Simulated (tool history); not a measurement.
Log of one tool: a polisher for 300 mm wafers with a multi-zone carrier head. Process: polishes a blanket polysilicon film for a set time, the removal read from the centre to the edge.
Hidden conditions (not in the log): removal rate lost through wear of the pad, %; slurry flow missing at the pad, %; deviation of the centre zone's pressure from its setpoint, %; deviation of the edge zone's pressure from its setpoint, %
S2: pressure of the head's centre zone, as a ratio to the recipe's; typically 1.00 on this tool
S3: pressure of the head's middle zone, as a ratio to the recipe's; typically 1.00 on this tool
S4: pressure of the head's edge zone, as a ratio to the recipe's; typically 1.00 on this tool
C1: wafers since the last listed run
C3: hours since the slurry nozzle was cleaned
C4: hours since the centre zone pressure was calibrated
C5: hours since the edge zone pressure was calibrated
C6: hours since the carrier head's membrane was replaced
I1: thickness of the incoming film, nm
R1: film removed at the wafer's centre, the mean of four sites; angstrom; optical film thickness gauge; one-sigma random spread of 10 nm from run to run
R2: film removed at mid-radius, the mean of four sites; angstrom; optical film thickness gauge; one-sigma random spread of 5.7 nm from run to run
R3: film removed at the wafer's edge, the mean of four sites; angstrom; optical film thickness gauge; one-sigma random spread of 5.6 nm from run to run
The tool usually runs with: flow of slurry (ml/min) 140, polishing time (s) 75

run 1 hour=0.0 | flow_of_slurry_(ml/min)=140 S2=1.00 S3=1.00 S4=0.96 polishing_time_(s)=75 | C1=0 wafers_polished_on_this_pad=753 C3=618.2 C4=611.4 C5=712.7 C6=1419.3 | I1=2231.5 | R1=5959 R2=5974 R3=5850
run 2 hour=50.7 | flow_of_slurry_(ml/min)=140 S2=1.00 S3=1.00 S4=1.00 polishing_time_(s)=75 | C1=461 wafers_polished_on_this_pad=1214 C3=668.9 C4=662.1 C5=763.4 C6=1470.0 | I1=2237.2 | R1=5929 R2=5796 R3=5894
run 3 hour=95.9 | flow_of_slurry_(ml/min)=140 S2=1.00 S3=1.00 S4=1.00 polishing_time_(s)=75 | C1=411 wafers_polished_on_this_pad=1625 C3=714.1 C4=707.3 C5=808.6 C6=1515.2 | I1=2203.1 | R1=5692 R2=5552 R3=5738
-- hour=123.0 worn pad replaced by a new one
run 4 hour=128.8 | flow_of_slurry_(ml/min)=140 S2=1.00 S3=1.00 S4=1.00 polishing_time_(s)=75 | C1=262 wafers_polished_on_this_pad=52 C3=747.0 C4=740.2 C5=841.5 C6=1548.1 | I1=2199.5 | R1=6104 R2=6025 R3=6245
run 5 hour=173.7 | flow_of_slurry_(ml/min)=105 S2=1.00 S3=1.00 S4=1.00 polishing_time_(s)=75 | C1=408 wafers_polished_on_this_pad=461 C3=791.9 C4=785.1 C5=886.4 C6=1593.0 | I1=2227.6 | R1=5376 R2=5428 R3=5643
run 6 hour=241.0 | flow_of_slurry_(ml/min)=105 S2=1.00 S3=1.00 S4=1.00 polishing_time_(s)=75 | C1=611 wafers_polished_on_this_pad=1073 C3=859.2 C4=852.4 C5=953.7 C6=1660.3 | I1=2207.6 | R1=5165 R2=5141 R3=5469
run 7 hour=287.0 | flow_of_slurry_(ml/min)=105 S2=1.00 S3=1.00 S4=1.00 polishing_time_(s)=75 | C1=418 wafers_polished_on_this_pad=1491 C3=905.2 C4=898.4 C5=999.7 C6=1706.3 | I1=2236.6 | R1=4907 R2=5051 R3=5294
run 8 hour=318.1 | flow_of_slurry_(ml/min)=140 S2=1.00 S3=1.00 S4=1.00 polishing_time_(s)=69 | C1=282 wafers_polished_on_this_pad=1774 C3=936.3 C4=929.5 C5=1030.8 C6=1737.4 | I1=2245.0 | R1=5053 R2=4980 R3=5135
-- hour=353.4 slurry nozzle cleaned
-- hour=359.1 worn pad replaced by a new one
run 9 hour=366.3 | flow_of_slurry_(ml/min)=140 S2=1.00 S3=1.00 S4=0.90 polishing_time_(s)=75 | C1=392 wafers_polished_on_this_pad=65 C3=12.9 C4=977.7 C5=1079.0 C6=1785.6 | I1=2250.3 | R1=6640 R2=6386 R3=6118
run 10 hour=427.3 | flow_of_slurry_(ml/min)=140 S2=1.00 S3=1.00 S4=0.90 polishing_time_(s)=75 | C1=554 wafers_polished_on_this_pad=620 C3=73.9 C4=1038.7 C5=1140.0 C6=1846.6 | I1=2189.3 | R1=6456 R2=6207 R3=6048
run 11 hour=456.2 | flow_of_slurry_(ml/min)=140 S2=1.00 S3=1.00 S4=1.00 polishing_time_(s)=75 | C1=262 wafers_polished_on_this_pad=883 C3=102.8 C4=1067.6 C5=1168.9 C6=1875.5 | I1=2224.0 | R1=6319 R2=6143 R3=6202
run 12 hour=506.2 | flow_of_slurry_(ml/min)=140 S2=1.00 S3=1.00 S4=0.93 polishing_time_(s)=75 | C1=454 wafers_polished_on_this_pad=1338 C3=152.8 C4=1117.6 C5=1218.9 C6=1925.5 | I1=2189.3 | R1=6171 R2=6080 R3=5852
run 13 hour=531.9 | flow_of_slurry_(ml/min)=170 S2=1.00 S3=1.00 S4=1.00 polishing_time_(s)=90 | C1=233 wafers_polished_on_this_pad=1571 C3=178.5 C4=1143.3 C5=1244.6 C6=1951.2 | I1=2218.3 | R1=7848 R2=7337 R3=7181
-- hour=561.6 carrier head's membrane replaced by a new one
-- hour=567.9 centre zone pressure recalibrated
-- hour=593.0 worn pad replaced by a new one
run 14 hour=600.6 | flow_of_slurry_(ml/min)=140 S2=1.00 S3=1.00 S4=1.00 polishing_time_(s)=75 | C1=524 wafers_polished_on_this_pad=68 C3=247.2 C4=32.7 C5=1313.3 C6=39.0 | I1=2213.9 | R1=6525 R2=6307 R3=6363
-- hour=645.8 edge zone pressure recalibrated
run 15 hour=656.3 | flow_of_slurry_(ml/min)=110 S2=1.04 S3=1.12 S4=1.08 polishing_time_(s)=75 | C1=488 wafers_polished_on_this_pad=557 C3=302.9 C4=88.4 C5=10.5 C6=94.7 | I1=2191.1 | R1=6067 R2=6130 R3=6144
run 16 hour=719.3 | flow_of_slurry_(ml/min)=140 S2=1.00 S3=1.05 S4=0.88 polishing_time_(s)=75 | C1=572 wafers_polished_on_this_pad=1130 C3=365.9 C4=151.4 C5=73.5 C6=157.7 | I1=2240.6 | R1=6021 R2=6111 R3=5727
run 17 hour=760.3 | flow_of_slurry_(ml/min)=140 S2=1.00 S3=1.00 S4=1.00 polishing_time_(s)=75 | C1=372 wafers_polished_on_this_pad=1502 C3=406.9 C4=192.4 C5=114.5 C6=198.7 | I1=2257.1 | R1=5891 R2=5761 R3=5874
-- hour=783.4 worn pad replaced by a new one
run 18 hour=791.9 | flow_of_slurry_(ml/min)=140 S2=1.00 S3=1.00 S4=1.00 polishing_time_(s)=75 | C1=250 wafers_polished_on_this_pad=77 C3=438.5 C4=224.0 C5=146.1 C6=230.3 | I1=2179.0 | R1=6358 R2=6172 R3=6370
run 19 hour=860.7 | flow_of_slurry_(ml/min)=140 S2=0.95 S3=1.00 S4=0.92 polishing_time_(s)=75 | C1=625 wafers_polished_on_this_pad=702 C3=507.3 C4=292.8 C5=214.9 C6=299.1 | I1=2221.5 | R1=5785 R2=6007 R3=5839
run 20 hour=885.0 | flow_of_slurry_(ml/min)=140 S2=0.93 S3=1.06 S4=1.06 polishing_time_(s)=82 | C1=220 wafers_polished_on_this_pad=923 C3=531.6 C4=317.1 C5=239.2 C6=323.4 | I1=2219.6 | R1=6156 R2=6602 R3=6740
run 21 hour=938.8 | flow_of_slurry_(ml/min)=110 S2=1.00 S3=1.00 S4=1.00 polishing_time_(s)=64 | C1=489 wafers_polished_on_this_pad=1413 C3=585.4 C4=370.9 C5=293.0 C6=377.2 | I1=2201.6 | R1=4573 R2=4588 R3=4778
-- hour=972.0 worn pad replaced by a new one
run 22 hour=993.1 | flow_of_slurry_(ml/min)=105 S2=0.95 S3=1.00 S4=1.10 polishing_time_(s)=87 | C1=457 wafers_polished_on_this_pad=191 C3=639.7 C4=425.2 C5=347.3 C6=431.5 | I1=2221.1 | R1=6148 R2=6358 R3=7118

What if the next run were any one of these 4? Each begins from the tool's condition after run 22:
run A hour=993.6 | flow_of_slurry_(ml/min)=140 S2=1.00 S3=1.00 S4=1.00 polishing_time_(s)=75 | C1=4 wafers_polished_on_this_pad=196 C3=640.2 C4=425.7 C5=347.8 C6=432.0 | I1=2249.8 | R1=? R2=? R3=?
run B hour=993.6 | flow_of_slurry_(ml/min)=140 S2=1.06 S3=1.00 S4=1.00 polishing_time_(s)=75 | C1=4 wafers_polished_on_this_pad=196 C3=640.2 C4=425.7 C5=347.8 C6=432.0 | I1=2249.8 | R1=? R2=? R3=?
run C hour=993.6 | flow_of_slurry_(ml/min)=140 S2=0.92 S3=1.00 S4=0.96 polishing_time_(s)=75 | C1=4 wafers_polished_on_this_pad=196 C3=640.2 C4=425.7 C5=347.8 C6=432.0 | I1=2249.8 | R1=? R2=? R3=?
run D hour=993.6 | flow_of_slurry_(ml/min)=185 S2=1.00 S3=1.00 S4=1.00 polishing_time_(s)=75 | C1=4 wafers_polished_on_this_pad=196 C3=640.2 C4=425.7 C5=347.8 C6=432.0 | I1=2249.8 | R1=? R2=? R3=?

run=A R1=6113 R2=6174 R3=6185
run=B R1=6483 R2=6172 R3=6185
run=C R1=5620 R2=6177 R3=6066
run=D R1=6574 R2=6581 R3=6468
With the hidden condition removed and each run's random variation left untouched, the same runs would have given:
run=A R1=6616 R2=6629 R3=6530
run=B R1=7016 R2=6627 R3=6530
run=C R1=6083 R2=6632 R3=6404
run=D R1=7003 R2=6972 R3=6773

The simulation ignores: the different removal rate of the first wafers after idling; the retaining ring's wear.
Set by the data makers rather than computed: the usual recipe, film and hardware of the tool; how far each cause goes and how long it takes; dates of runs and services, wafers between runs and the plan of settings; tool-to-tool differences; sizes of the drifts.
